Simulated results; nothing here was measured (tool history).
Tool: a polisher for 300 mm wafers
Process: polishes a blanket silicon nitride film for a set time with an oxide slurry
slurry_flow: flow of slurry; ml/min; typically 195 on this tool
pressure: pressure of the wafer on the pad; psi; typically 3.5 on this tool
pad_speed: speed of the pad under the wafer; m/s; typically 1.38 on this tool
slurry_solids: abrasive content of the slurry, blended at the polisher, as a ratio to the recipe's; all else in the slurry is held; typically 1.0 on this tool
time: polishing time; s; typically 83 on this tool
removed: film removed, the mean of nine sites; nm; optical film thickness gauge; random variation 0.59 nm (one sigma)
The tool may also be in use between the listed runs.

run   hour  slurry_flow  pressure  pad_speed  slurry_solids  time  wafers since the last listed run  wafers polished on this pad  hours since the slurry nozzle was cleaned  hours since the head pressure was calibrated  hours since the slurry blender was calibrated  hours since the conditioning disc was replaced  incoming thickness of the incoming film, nm  removed
  1    0.0          240       3.5       1.38            1.0    63                                 0                         1141                                      378.7                                          68.4                                           46.5                                           187.6                                        505.7     51.9
      16.1  -- conditioning disc replaced and pad reconditioned
  2   44.0          240       3.5       1.38            1.0    63                               396                         1538                                      422.7                                         112.4                                           90.5                                            27.9                                        516.1     51.7
      59.8  -- worn pad replaced by a new one
      64.1  -- slurry nozzle cleaned
  3  102.5          195       3.5       1.38            1.0    83                               505                          393                                       38.4                                         170.9                                          149.0                                            86.4                                        508.7     67.2
  4  179.8          195       3.5       1.38            1.0    83                               730                         1123                                      115.7                                         248.2                                          226.3                                           163.7                                        501.5     67.0
     222.7  -- worn pad replaced by a new one
  5  263.4          195       3.5       1.38            1.0    83                               751                          384                                      199.3                                         331.8                                          309.9                                           247.3                                        506.1     66.5
     281.1  -- conditioning disc replaced and pad reconditioned
     322.0  -- head pressure recalibrated
     336.5  -- slurry blender recalibrated
  6  365.1          195       3.5       1.38            1.0    83                               903                         1288                                      301.0                                          43.1                                           28.6                                            84.0                                        507.2     65.4
     393.1  -- worn pad replaced by a new one
  7  405.6          195       2.8       1.38            1.0    83                               344                          117                                      341.5                                          83.6                                           69.1                                           124.5                                        515.4     56.2
  8  458.5          195       3.5       1.38            1.0    83                               499                          617                                      394.4                                         136.5                                          122.0                                           177.4                                        511.7     66.0
     508.4  -- conditioning disc replaced and pad reconditioned
     528.1  -- slurry nozzle cleaned
  9  552.7          135       4.3       1.38            1.0    83                               861                         1478                                       24.6                                         230.7                                          216.2                                            44.3                                        511.2     72.7
     578.0  -- worn pad replaced by a new one
 10  623.5          195       3.5       1.38            1.0    93                               630                          429                                       95.4                                         301.5                                          287.0                                           115.1                                        517.1     73.0
 11  739.2          160       3.5       1.38            1.2    83                              1092                         1522                                      211.1                                         417.2                                          402.7                                           230.8                                        512.7     69.8
     744.5  -- slurry blender recalibrated
     754.2  -- head pressure recalibrated
     770.5  -- worn pad replaced by a new one
     779.6  -- conditioning disc replaced and pad reconditioned
 12  790.3          155       3.5       0.96            1.3    83                               388                          168                                      262.2                                          36.1                                           45.8                                            10.7                                        507.7     56.1
 13  841.8          265       3.5       1.38            1.3   105                               486                          654                                      313.7                                          87.6                                           97.3                                            62.2                                        510.2     98.8
 14  924.3          195       3.5       1.38            1.0    83                               779                         1433                                      396.2                                         170.1                                          179.8                                           144.7                                        504.0     66.5

What differs in the tool's unlogged condition from the final listed run ahead of each entry between runs to the first listed run following it?
Runs 1 to 2: conditioning disc replaced and pad reconditioned (hour 16.1)
  no difference in the tool's unlogged condition between these two runs
Runs 2 to 3: worn pad replaced by a new one (hour 59.8); slurry nozzle cleaned (hour 64.1)
  no difference in the tool's unlogged condition between these two runs
Runs 4 to 5: worn pad replaced by a new one (hour 222.7)
  no difference in the tool's unlogged condition between these two runs
Runs 5 to 6: conditioning disc replaced and pad reconditioned (hour 281.1); head pressure recalibrated (hour 322.0); slurry blender recalibrated (hour 336.5)
  no difference in the tool's unlogged condition between these two runs
Runs 6 to 7: worn pad replaced by a new one (hour 393.1)
  no difference in the tool's unlogged condition between these two runs
Runs 8 to 9: conditioning disc replaced and pad reconditioned (hour 508.4); slurry nozzle cleaned (hour 528.1)
  no difference in the tool's unlogged condition between these two runs
Runs 9 to 10: worn pad replaced by a new one (hour 578.0)
  no difference in the tool's unlogged condition between these two runs
Runs 11 to 12: slurry blender recalibrated (hour 744.5); head pressure recalibrated (hour 754.2); worn pad replaced by a new one (hour 770.5); conditioning disc replaced and pad reconditioned (hour 779.6)
  no difference in the tool's unlogged condition between these two runs

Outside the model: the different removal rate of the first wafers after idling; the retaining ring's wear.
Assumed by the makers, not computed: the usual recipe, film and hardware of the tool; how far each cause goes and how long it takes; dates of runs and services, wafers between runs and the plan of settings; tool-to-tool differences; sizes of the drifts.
